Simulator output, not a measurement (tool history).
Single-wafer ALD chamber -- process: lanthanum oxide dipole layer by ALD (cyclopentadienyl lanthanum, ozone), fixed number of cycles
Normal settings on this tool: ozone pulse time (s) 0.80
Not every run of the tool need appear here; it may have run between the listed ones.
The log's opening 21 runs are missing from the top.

run,day,ozone pulse time (s),wafers since the last listed run,hours since the last thermocouple change,hours since the last ozone generator service,hours since the showerhead was replaced,hours since the gauge calibration,"read-back reference wafer on the same gauge, thickness_nm",mean film thickness on the monitor wafer (angstrom)
22,46.229,1.09,1542,2604.8,120.5,448.3,2355.9,0.443,5.36
# day 47.296: gauge calibrated
23,47.646,1.05,772,2638.8,154.5,482.3,8.4,0.443,5.31
# day 50.658: thermocouple changed; heater temperature recalibrated
24,50.679,0.90,1471,0.5,227.3,555.1,81.2,0.443,5.07
25,51.458,0.48,424,19.2,246.0,573.8,99.9,0.443,3.93
26,54.854,0.69,1851,100.7,327.5,655.3,181.4,0.443,4.57
27,57.667,0.65,1533,168.2,395.0,722.8,248.9,0.443,4.44
28,62.225,0.51,2485,277.6,504.4,832.2,358.3,0.443,3.97
29,64.542,0.67,1262,333.2,560.0,887.8,413.9,0.443,4.47
30,67.083,0.63,1385,394.2,621.0,948.8,474.9,0.443,4.34
31,69.192,0.71,1149,444.8,671.6,999.4,525.5,0.443,4.55
32,71.083,0.59,1031,490.2,717.0,1044.8,570.9,0.443,4.20
33,72.833,0.64,954,532.2,759.0,1086.8,612.9,0.443,4.37
34,75.346,0.80,1369,592.5,819.3,1147.1,673.2,0.443,4.72

4 ways to go on from here, each from the tool as it stands after run 34. What would each give?
A,75.362,0.68,9,592.9,819.7,1147.5,673.6,?,?
B,75.362,1.03,9,592.9,819.7,1147.5,673.6,?,?
C,75.362,0.56,9,592.9,819.7,1147.5,673.6,?,?
D,75.362,0.49,9,592.9,819.7,1147.5,673.6,?,?

run,"read-back reference wafer on the same gauge, thickness_nm",mean film thickness on the monitor wafer (angstrom)
A,0.443,4.45
B,0.443,5.18
C,0.443,4.10
D,0.443,3.85
Without the tool's hidden state the same runs would have given:
run,mean film thickness on the monitor wafer (angstrom)
A,4.64
B,5.34
C,4.29
D,4.05

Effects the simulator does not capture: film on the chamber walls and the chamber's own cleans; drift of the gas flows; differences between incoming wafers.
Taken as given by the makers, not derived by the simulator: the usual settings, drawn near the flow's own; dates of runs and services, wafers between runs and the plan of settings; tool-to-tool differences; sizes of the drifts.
